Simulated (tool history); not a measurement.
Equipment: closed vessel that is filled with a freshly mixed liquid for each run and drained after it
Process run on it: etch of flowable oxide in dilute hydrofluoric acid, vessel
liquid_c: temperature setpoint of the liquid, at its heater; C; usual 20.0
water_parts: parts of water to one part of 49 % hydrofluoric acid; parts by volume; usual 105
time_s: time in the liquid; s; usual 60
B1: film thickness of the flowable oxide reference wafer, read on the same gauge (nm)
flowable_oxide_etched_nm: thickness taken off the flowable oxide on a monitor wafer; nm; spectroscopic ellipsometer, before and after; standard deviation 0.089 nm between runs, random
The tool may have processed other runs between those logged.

run 1 hour=0.0 | liquid_c=20.0 water_parts=135 time_s=60 | B1=89.99 | flowable_oxide_etched_nm=9.49
-- hour=3.7 gauge calibrated
run 2 hour=108.1 | liquid_c=20.0 water_parts=105 time_s=60 | B1=90.01 | flowable_oxide_etched_nm=12.35
run 3 hour=156.8 | liquid_c=20.0 water_parts=105 time_s=60 | B1=89.97 | flowable_oxide_etched_nm=12.45
run 4 hour=215.7 | liquid_c=20.0 water_parts=105 time_s=60 | B1=89.98 | flowable_oxide_etched_nm=12.48
run 5 hour=279.0 | liquid_c=20.0 water_parts=105 time_s=50 | B1=90.02 | flowable_oxide_etched_nm=10.18
run 6 hour=339.9 | liquid_c=20.0 water_parts=105 time_s=50 | B1=90.01 | flowable_oxide_etched_nm=10.19
run 7 hour=407.1 | liquid_c=20.0 water_parts=105 time_s=50 | B1=90.01 | flowable_oxide_etched_nm=10.29
run 8 hour=431.6 | liquid_c=17.0 water_parts=105 time_s=60 | B1=90.00 | flowable_oxide_etched_nm=10.77
run 9 hour=490.2 | liquid_c=20.0 water_parts=140 time_s=60 | B1=90.01 | flowable_oxide_etched_nm=8.84
run 10 hour=516.1 | liquid_c=20.0 water_parts=105 time_s=80 | B1=90.01 | flowable_oxide_etched_nm=16.28
-- hour=530.1 thermometer replaced
run 11 hour=574.6 | liquid_c=20.0 water_parts=105 time_s=60 | B1=89.99 | flowable_oxide_etched_nm=12.27
run 12 hour=632.9 | liquid_c=20.0 water_parts=105 time_s=60 | B1=90.02 | flowable_oxide_etched_nm=12.03
run 13 hour=687.2 | liquid_c=20.0 water_parts=105 time_s=60 | B1=90.00 | flowable_oxide_etched_nm=12.16
-- hour=698.9 hydrofluoric acid flow meter replaced
run 14 hour=739.8 | liquid_c=20.0 water_parts=105 time_s=60 | B1=89.98 | flowable_oxide_etched_nm=12.87
run 15 hour=796.3 | liquid_c=20.0 water_parts=65 time_s=30 | B1=90.01 | flowable_oxide_etched_nm=10.85
run 16 hour=860.2 | liquid_c=20.0 water_parts=105 time_s=60 | B1=89.99 | flowable_oxide_etched_nm=12.86
run 17 hour=894.1 | liquid_c=20.0 water_parts=120 time_s=40 | B1=89.98 | flowable_oxide_etched_nm=7.38
run 18 hour=934.2 | liquid_c=20.0 water_parts=105 time_s=60 | B1=89.96 | flowable_oxide_etched_nm=12.79
run 19 hour=992.2 | liquid_c=17.0 water_parts=105 time_s=35 | B1=89.96 | flowable_oxide_etched_nm=6.62
run 20 hour=1018.8 | liquid_c=20.0 water_parts=130 time_s=60 | B1=90.04 | flowable_oxide_etched_nm=10.18
run 21 hour=1056.1 | liquid_c=21.5 water_parts=105 time_s=30 | B1=90.03 | flowable_oxide_etched_nm=6.87
-- hour=1058.2 gauge calibrated
run 22 hour=1099.1 | liquid_c=20.0 water_parts=130 time_s=40 | B1=90.01 | flowable_oxide_etched_nm=6.81
run 23 hour=1168.9 | liquid_c=20.0 water_parts=105 time_s=80 | B1=90.04 | flowable_oxide_etched_nm=17.00
run 24 hour=1219.6 | liquid_c=21.5 water_parts=150 time_s=60 | B1=90.04 | flowable_oxide_etched_nm=9.02
run 25 hour=1254.4 | liquid_c=17.0 water_parts=130 time_s=35 | B1=89.99 | flowable_oxide_etched_nm=5.18
run 26 hour=1297.6 | liquid_c=17.5 water_parts=105 time_s=60 | B1=89.99 | flowable_oxide_etched_nm=11.39
run 27 hour=1416.5 | liquid_c=17.0 water_parts=125 time_s=60 | B1=90.05 | flowable_oxide_etched_nm=9.30
run 28 hour=1480.9 | liquid_c=20.0 water_parts=105 time_s=60 | B1=90.01 | flowable_oxide_etched_nm=12.71
run 29 hour=1537.1 | liquid_c=17.0 water_parts=65 time_s=60 | B1=90.01 | flowable_oxide_etched_nm=18.68

Here are 4 independent what-if runs from the current tool condition. What would each one return?
run A hour=1537.8 | liquid_c=20.0 water_parts=105 time_s=60 | B1=? | flowable_oxide_etched_nm=?
run B hour=1537.8 | liquid_c=21.5 water_parts=120 time_s=85 | B1=? | flowable_oxide_etched_nm=?
run C hour=1537.8 | liquid_c=22.0 water_parts=105 time_s=60 | B1=? | flowable_oxide_etched_nm=?
run D hour=1537.8 | liquid_c=20.0 water_parts=145 time_s=35 | B1=? | flowable_oxide_etched_nm=?

run=A B1=89.99 flowable_oxide_etched_nm=12.70
run=B B1=89.99 flowable_oxide_etched_nm=16.44
run=C B1=89.99 flowable_oxide_etched_nm=13.77
run=D B1=89.99 flowable_oxide_etched_nm=5.13
The same runs, with their run-to-run variation unchanged, on a tool lacking any hidden condition would have given:
run=A flowable_oxide_etched_nm=13.08
run=B flowable_oxide_etched_nm=16.95
run=C flowable_oxide_etched_nm=14.19
run=D flowable_oxide_etched_nm=5.29
